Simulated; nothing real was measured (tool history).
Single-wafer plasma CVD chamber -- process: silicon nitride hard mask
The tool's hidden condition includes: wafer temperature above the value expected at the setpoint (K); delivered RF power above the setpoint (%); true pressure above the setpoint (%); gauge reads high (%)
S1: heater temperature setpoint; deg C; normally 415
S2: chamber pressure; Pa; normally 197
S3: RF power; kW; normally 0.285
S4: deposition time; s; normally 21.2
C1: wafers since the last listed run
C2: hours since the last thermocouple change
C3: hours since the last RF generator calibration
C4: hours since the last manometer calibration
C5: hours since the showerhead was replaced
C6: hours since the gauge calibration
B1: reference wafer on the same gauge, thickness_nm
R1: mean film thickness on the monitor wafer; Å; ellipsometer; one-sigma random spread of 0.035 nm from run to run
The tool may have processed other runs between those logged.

| run | hour | S1 | S2 | S3 | S4 | C1 | C2 | C3 | C4 | C5 | C6 | B1 | R1 |
|---|---|---|---|---|---|---|---|---|---|---|---|---|---|
| 1 | 0 | 415 | 197 | 0.26 | 21.2 | 0 | 2012 | 950.3 | 1854 | 4371.1 | 144.5 | 20.603 | 197.52 |
| 2 | 29.9 | 415 | 197 | 0.26 | 21.2 | 630 | 2041.9 | 980.2 | 1883.9 | 4401 | 174.4 | 20.604 | 197.61 |
| 3 | 52.9 | 415 | 197 | 0.26 | 21.2 | 484 | 2064.9 | 1003.2 | 1906.9 | 4424 | 197.4 | 20.607 | 196.38 |
| 4 | 79.4 | 415 | 197 | 0.285 | 21.2 | 558 | 2091.4 | 1029.7 | 1933.4 | 4450.5 | 223.9 | 20.615 | 215.67 |
| 5 | 92.5 | 415 | 197 | 0.285 | 21.2 | 276 | 2104.5 | 1042.8 | 1946.5 | 4463.6 | 237 | 20.606 | 215.22 |
| 6 | 106.3 | 415 | 197 | 0.285 | 21.2 | 290 | 2118.3 | 1056.6 | 1960.3 | 4477.4 | 250.8 | 20.596 | 215.24 |
| 7 | 136.3 | 415 | 197 | 0.285 | 21.2 | 632 | 2148.3 | 1086.6 | 1990.3 | 4507.4 | 280.8 | 20.607 | 214.63 |
|  | 153.7 | RF generator calibrated |
|  | 183.3 | thermocouple changed; heater temperature recalibrated |
|  | 204.9 | gauge calibrated |
| 8 | 208.6 | 415 | 197 | 0.305 | 21.2 | 1186 | 25.3 | 54.9 | 2062.6 | 4579.7 | 3.7 | 20.607 | 238.74 |
| 9 | 223.6 | 415 | 197 | 0.285 | 21.2 | 316 | 40.3 | 69.9 | 2077.6 | 4594.7 | 18.7 | 20.591 | 224.31 |
|  | 265.7 | showerhead replaced |
|  | 269.1 | capacitance manometer re-zeroed and calibrated |
| 10 | 310.7 | 415 | 163 | 0.285 | 17.5 | 1595 | 127.4 | 157 | 41.6 | 45 | 105.8 | 20.598 | 180.34 |
| 11 | 384.6 | 429 | 197 | 0.255 | 19.3 | 1557 | 201.3 | 230.9 | 115.5 | 118.9 | 179.7 | 20.597 | 184.78 |
| 12 | 400.7 | 404 | 197 | 0.26 | 23.9 | 339 | 217.4 | 247 | 131.6 | 135 | 195.8 | 20.6 | 236.42 |
| 13 | 421.9 | 408 | 197 | 0.285 | 21.2 | 446 | 238.6 | 268.2 | 152.8 | 156.2 | 217 | 20.588 | 229.51 |
| 14 | 447.6 | 415 | 156 | 0.285 | 23.6 | 541 | 264.3 | 293.9 | 178.5 | 181.9 | 242.7 | 20.61 | 241.09 |
| 15 | 481.5 | 415 | 197 | 0.285 | 20.1 | 714 | 298.2 | 327.8 | 212.4 | 215.8 | 276.6 | 20.605 | 216.83 |

Run-by-run hidden state of the tool:
wafer temperature above the value expected at the setpoint (K): 0 across all the runs
gauge reads high (%): 0 across all the runs
H1: delivered RF power above the setpoint (%)
H2: true pressure above the setpoint (%)
| run | H1 | H2 |
|---|---|---|
| 1 | -3.76 | -8.8 |
| 2 | -3.99 | -9.04 |
| 3 | -4.17 | -9.23 |
| 4 | -4.38 | -9.45 |
| 5 | -4.49 | -9.56 |
| 6 | -4.6 | -9.68 |
| 7 | -4.85 | -9.93 |
| 8 | -0.365 | -10.6 |
| 9 | -0.372 | -10.7 |
| 10 | -0.45 | -1.2 |
| 11 | -0.563 | -1.23 |
| 12 | -0.594 | -1.23 |
| 13 | -0.637 | -1.25 |
| 14 | -0.694 | -1.27 |
| 15 | -0.777 | -1.29 |
